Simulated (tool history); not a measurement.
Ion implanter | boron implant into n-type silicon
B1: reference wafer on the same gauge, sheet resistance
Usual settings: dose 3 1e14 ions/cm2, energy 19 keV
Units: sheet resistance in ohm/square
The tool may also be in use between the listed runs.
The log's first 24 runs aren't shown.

{"run": 25, "hour": 674.7, "dose": 3, "energy": 19, "B1": 342.64, "sheet resistance": 305.77}
{"run": 26, "hour": 743.9, "dose": 3, "energy": 19, "B1": 341.16, "sheet resistance": 305.26}
{"run": 27, "hour": 765.6, "dose": 3.27, "energy": 13, "B1": 341.02, "sheet resistance": 295.81}
{"run": 28, "hour": 777.8, "dose": 2.16, "energy": 21.5, "B1": 340.52, "sheet resistance": 394.64}
{"run": 29, "hour": 802.0, "dose": 2.31, "energy": 14.5, "B1": 340.62, "sheet resistance": 388.61}
{"run": 30, "hour": 824.6, "dose": 2.34, "energy": 19, "B1": 340.34, "sheet resistance": 371.9}
{"run": 31, "hour": 856.0, "dose": 2.5, "energy": 16, "B1": 339.76, "sheet resistance": 359.41}
{"run": 32, "hour": 878.6, "dose": 2.25, "energy": 12.5, "B1": 339.65, "sheet resistance": 403.93}
{"run": 33, "hour": 907.6, "dose": 3.69, "energy": 19, "B1": 339.72, "sheet resistance": 255.91}
{"run": 34, "hour": 922.7, "dose": 3.35, "energy": 19, "B1": 339.06, "sheet resistance": 278.15}

Forecast each of these 5 alternatives for the next run:
{"run": "A", "hour": 923.1, "dose": 3, "energy": 19, "B1": "?", "sheet resistance": "?"}
{"run": "B", "hour": 923.1, "dose": 3.49, "energy": 24.5, "B1": "?", "sheet resistance": "?"}
{"run": "C", "hour": 923.1, "dose": 2.48, "energy": 14.5, "B1": "?", "sheet resistance": "?"}
{"run": "D", "hour": 923.1, "dose": 2.17, "energy": 22, "B1": "?", "sheet resistance": "?"}
{"run": "E", "hour": 923.1, "dose": 3.52, "energy": 25, "B1": "?", "sheet resistance": "?"}

run=A B1=338.97 sheet_resistance=301.83
run=B B1=338.97 sheet_resistance=259.69
run=C B1=338.97 sheet_resistance=364.32
run=D B1=338.97 sheet_resistance=386.97
run=E B1=338.97 sheet_resistance=257.33
Without the tool's hidden state the same runs would have given:
run=A sheet_resistance=308.94
run=B sheet_resistance=265.81
run=C sheet_resistance=372.9
run=D sheet_resistance=396.08
run=E sheet_resistance=263.39
